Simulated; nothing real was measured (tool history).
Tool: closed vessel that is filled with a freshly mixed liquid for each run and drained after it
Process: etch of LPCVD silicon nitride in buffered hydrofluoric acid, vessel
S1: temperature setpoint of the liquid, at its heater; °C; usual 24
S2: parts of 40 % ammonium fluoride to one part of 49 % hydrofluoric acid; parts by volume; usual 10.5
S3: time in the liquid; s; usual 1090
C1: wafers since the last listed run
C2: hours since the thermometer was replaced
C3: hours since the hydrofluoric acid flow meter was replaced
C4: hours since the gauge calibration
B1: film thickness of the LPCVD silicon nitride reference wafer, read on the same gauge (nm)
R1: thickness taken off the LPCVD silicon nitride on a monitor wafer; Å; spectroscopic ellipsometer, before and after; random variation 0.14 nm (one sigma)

run,hour,S1,S2,S3,C1,C2,C3,C4,B1,R1
1,0,24,10.5,1090,0,1951.7,565.1,1215.8,50,169.5
2,53.9,24,10.5,1090,2214,2005.6,619,1269.7,50.01,172.1
3,95.1,24,10.5,1090,1692,2046.8,660.2,1310.9,50,176.2
4,148.9,24,10.5,1090,2210,2100.6,714,1364.7,50.01,175.2
5,188.6,26.5,10.5,1090,1630,2140.3,753.7,1404.4,50.01,199.6
6,278.4,26.5,10.5,1090,3688,2230.1,843.5,1494.2,50,199
7,364.2,24,10.5,690,3524,2315.9,929.3,1580,50.01,108.5
8,461.6,24,10.5,905,4001,2413.3,1026.7,1677.4,49.99,144.4
9,524.1,24,10.5,905,2567,2475.8,1089.2,1739.9,49.99,143.6
10,576.9,24,10.5,905,2168,2528.6,1142,1792.7,50.01,143.3
11,680.9,24,10.5,1090,4272,2632.6,1246,1896.7,49.98,172.8
12,751.3,24,10.5,1090,2891,2703,1316.4,1967.1,50.02,172.9
13,857.4,24,10.5,1090,4358,2809.1,1422.5,2073.2,49.99,176.2
# hour 906.3: gauge calibrated
14,1007.7,24,10.5,1090,6174,2959.4,1572.8,101.4,49.99,173.1
15,1113,28,8.5,625,4325,3064.7,1678.1,206.7,50.01,146.4
# hour 1136.7: thermometer replaced
16,1164.8,24,10.5,905,2086,28.1,1729.9,258.5,49.99,142
17,1315.5,19.5,7,1645,6190,178.8,1880.6,409.2,50.02,299.1
18,1417.1,21,13.5,445,4173,280.4,1982.2,510.8,49.99,46.4
19,1458.4,20,13.5,720,1696,321.7,2023.5,552.1,50,70.7
20,1532.7,27.5,13,1735,3052,396,2097.8,626.4,49.99,268
21,1572.4,26.5,10.5,1090,1630,435.7,2137.5,666.1,50.01,198.8
22,1667.8,24,10.5,1090,3918,531.1,2232.9,761.5,50,173.1
# hour 1744.3: hydrofluoric acid flow meter replaced
23,1770.1,24,10.5,1090,4161,633.4,25.8,863.8,50.01,174.6
24,1949,22.5,14.5,1430,7349,812.3,204.7,1042.7,49.99,150.3
25,2004.5,24,12,1090,2279,867.8,260.2,1098.2,49.99,152.5
26,2064.9,24,8.5,670,2481,928.2,320.6,1158.6,49.99,125.7
27,2108.1,24,10.5,1090,1774,971.4,363.8,1201.8,50,173.4
28,2214.4,21,13.5,1620,4366,1077.7,470.1,1308.1,50,173

The tool's hidden state at each run:
liquid hotter than its thermometer reads (K): 0 in every run
hydrofluoric acid flow above the setpoint (%): 0 in every run
gauge reads high (%): 0 in every run
